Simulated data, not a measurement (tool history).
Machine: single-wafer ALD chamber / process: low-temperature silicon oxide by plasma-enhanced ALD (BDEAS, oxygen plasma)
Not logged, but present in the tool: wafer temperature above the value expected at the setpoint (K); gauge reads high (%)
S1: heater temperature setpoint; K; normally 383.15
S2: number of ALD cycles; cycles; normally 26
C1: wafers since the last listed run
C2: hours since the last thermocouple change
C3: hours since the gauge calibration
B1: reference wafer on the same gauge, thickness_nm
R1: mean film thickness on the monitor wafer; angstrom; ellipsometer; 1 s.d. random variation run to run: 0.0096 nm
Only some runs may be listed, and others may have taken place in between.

run   hour      S1  S2   C1      C2     C3     B1     R1
  1      0  383.15  26    0  1903.7   10.4  3.071   38.4
  2    9.5  383.15  30   81  1913.2   19.9   3.07  44.26
  3   21.6  383.15  30  104  1925.3     32   3.07   44.5
  4   33.1  383.15  26   99  1936.8   43.5  3.071  38.32
  5   48.2  383.15  26  130  1951.9   58.6  3.071  38.29
  6   55.8  383.15  26   65  1959.5   66.2   3.07  38.43
  7   62.4  383.15  26   56  1966.1   72.8  3.068  38.47
  8   74.9  383.15  26  107  1978.6   85.3  3.069  38.46
  9   88.7  383.15  26  119  1992.4   99.1   3.07  38.28
 10    103  383.15  26  123  2006.7  113.4  3.069  38.45
 11    144  383.15  28  353  2047.7  154.4  3.071  41.22
 12  160.9  383.15  23  145  2064.6  171.3   3.07  33.97
 13  173.5  383.15  23  108  2077.2  183.9  3.069  34.09
 14  186.4  383.15  23  111  2090.1  196.8  3.069   34.1
 15  197.3  374.15  26   94    2101  207.7  3.071  38.94
 16  214.6  390.15  30  149  2118.3    225   3.07  43.84
 17  236.9  397.15  28  192  2140.6  247.3   3.07  40.46
 18  249.8  383.15  26  111  2153.5  260.2   3.07  38.55
 19  262.5  371.15  24  109  2166.2  272.9  3.069   36.2
     285.6  -- thermocouple changed; heater temperature recalibrated
 20    312  376.15  24  357    26.4  322.4   3.07  35.84
 21  326.2  387.15  27  122    40.6  336.6   3.07  39.62
     329.5  -- gauge calibrated
 22  334.8  383.15  26   74    49.2    5.3   3.07  38.31
 23  342.9  395.15  26   69    57.3   13.4  3.069  37.63
 24  360.8  393.15  30  154    75.2   31.3   3.07  43.63
 25  369.8  383.15  26   77    84.2   40.3  3.072  38.55
 26  376.2  383.15  26   55    90.6   46.7  3.072   38.3
 27  384.5  383.15  26   71    98.9     55   3.07  38.39
 28  391.7  373.15  22   62   106.1   62.2   3.07  33.12
 29  408.9  391.15  28  148   123.3   79.4  3.069  40.74
 30  425.3  377.15  22  141   139.7   95.8  3.071  32.78

For each entry between runs, how does the tool's hidden state at the last listed run before it compare with that at the first listed run after it?
From run 19 to run 20: thermocouple changed; heater temperature recalibrated (hour 285.6)
  no difference in the tool's unlogged condition between these two runs
From run 21 to run 22: gauge calibrated (hour 329.5)
  no difference in the tool's unlogged condition between these two runs
